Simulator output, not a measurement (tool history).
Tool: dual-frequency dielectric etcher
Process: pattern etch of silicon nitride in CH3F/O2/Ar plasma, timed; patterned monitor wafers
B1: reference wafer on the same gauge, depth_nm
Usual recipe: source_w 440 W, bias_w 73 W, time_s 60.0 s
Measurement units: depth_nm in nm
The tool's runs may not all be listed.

{"run": 1, "day": 0.0, "source_w": 440, "bias_w": 73, "time_s": 49.5, "B1": 44.86, "depth_nm": 30.79}
{"day": 0.088, "done": "gauge calibrated"}
{"run": 2, "day": 0.346, "source_w": 440, "bias_w": 73, "time_s": 60.0, "B1": 44.77, "depth_nm": 37.15}
{"run": 3, "day": 0.783, "source_w": 440, "bias_w": 73, "time_s": 60.0, "B1": 44.72, "depth_nm": 37.12}
{"run": 4, "day": 1.042, "source_w": 440, "bias_w": 73, "time_s": 60.0, "B1": 44.85, "depth_nm": 36.66}
{"run": 5, "day": 1.729, "source_w": 440, "bias_w": 73, "time_s": 60.0, "B1": 44.88, "depth_nm": 36.82}
{"run": 6, "day": 2.35, "source_w": 440, "bias_w": 73, "time_s": 60.0, "B1": 44.76, "depth_nm": 36.93}
{"day": 3.796, "done": "wet clean of the chamber"}
{"day": 3.888, "done": "source power generator calibrated"}
{"run": 7, "day": 3.908, "source_w": 440, "bias_w": 73, "time_s": 60.0, "B1": 44.84, "depth_nm": 38.96}
{"run": 8, "day": 3.925, "source_w": 440, "bias_w": 73, "time_s": 60.0, "B1": 44.82, "depth_nm": 38.67}
{"run": 9, "day": 3.962, "source_w": 480, "bias_w": 73, "time_s": 60.0, "B1": 44.84, "depth_nm": 39.59}
{"day": 5.196, "done": "upper electrode replaced, of another model than before"}
{"day": 5.3, "done": "bias power generator calibrated"}
{"run": 10, "day": 5.321, "source_w": 480, "bias_w": 73, "time_s": 60.0, "B1": 44.91, "depth_nm": 39.65}
{"run": 11, "day": 5.338, "source_w": 510, "bias_w": 89, "time_s": 74.5, "B1": 44.88, "depth_nm": 53.78}
{"run": 12, "day": 5.35, "source_w": 540, "bias_w": 79, "time_s": 60.0, "B1": 44.72, "depth_nm": 43.02}
{"run": 13, "day": 5.746, "source_w": 440, "bias_w": 85, "time_s": 64.5, "B1": 44.76, "depth_nm": 42.81}
{"run": 14, "day": 6.317, "source_w": 370, "bias_w": 73, "time_s": 65.5, "B1": 44.81, "depth_nm": 38.53}
{"run": 15, "day": 6.95, "source_w": 440, "bias_w": 73, "time_s": 60.0, "B1": 44.76, "depth_nm": 38.17}
{"run": 16, "day": 7.5, "source_w": 510, "bias_w": 73, "time_s": 60.0, "B1": 44.85, "depth_nm": 40.63}
{"day": 7.762, "done": "gauge calibrated"}
{"run": 17, "day": 7.792, "source_w": 400, "bias_w": 58, "time_s": 60.0, "B1": 44.82, "depth_nm": 34.62}
{"run": 18, "day": 9.488, "source_w": 440, "bias_w": 59, "time_s": 46.0, "B1": 44.87, "depth_nm": 27.93}
{"run": 19, "day": 9.983, "source_w": 340, "bias_w": 57, "time_s": 67.0, "B1": 44.8, "depth_nm": 35.07}
{"run": 20, "day": 10.25, "source_w": 440, "bias_w": 83, "time_s": 60.0, "B1": 44.77, "depth_nm": 38.29}
{"run": 21, "day": 10.762, "source_w": 440, "bias_w": 73, "time_s": 49.5, "B1": 44.86, "depth_nm": 31.04}

Exercise: give the hidden state of the tool at every run:
source power that arrives over what is set, %: 0 at every run
bias power that arrives over what is set, %: 0 at every run
gauge reads high (%): 0 at every run
H1: etch rate over this chamber's usual, %
run=1 H1=-3.05
run=2 H1=-3.17
run=3 H1=-3.33
run=4 H1=-3.42
run=5 H1=-3.67
run=6 H1=-3.9
run=7 H1=0.99
run=8 H1=0.984
run=9 H1=0.971
run=10 H1=0.478
run=11 H1=0.472
run=12 H1=0.468
run=13 H1=0.324
run=14 H1=0.117
run=15 H1=-0.112
run=16 H1=-0.312
run=17 H1=-0.418
run=18 H1=-1.03
run=19 H1=-1.21
run=20 H1=-1.31
run=21 H1=-1.49

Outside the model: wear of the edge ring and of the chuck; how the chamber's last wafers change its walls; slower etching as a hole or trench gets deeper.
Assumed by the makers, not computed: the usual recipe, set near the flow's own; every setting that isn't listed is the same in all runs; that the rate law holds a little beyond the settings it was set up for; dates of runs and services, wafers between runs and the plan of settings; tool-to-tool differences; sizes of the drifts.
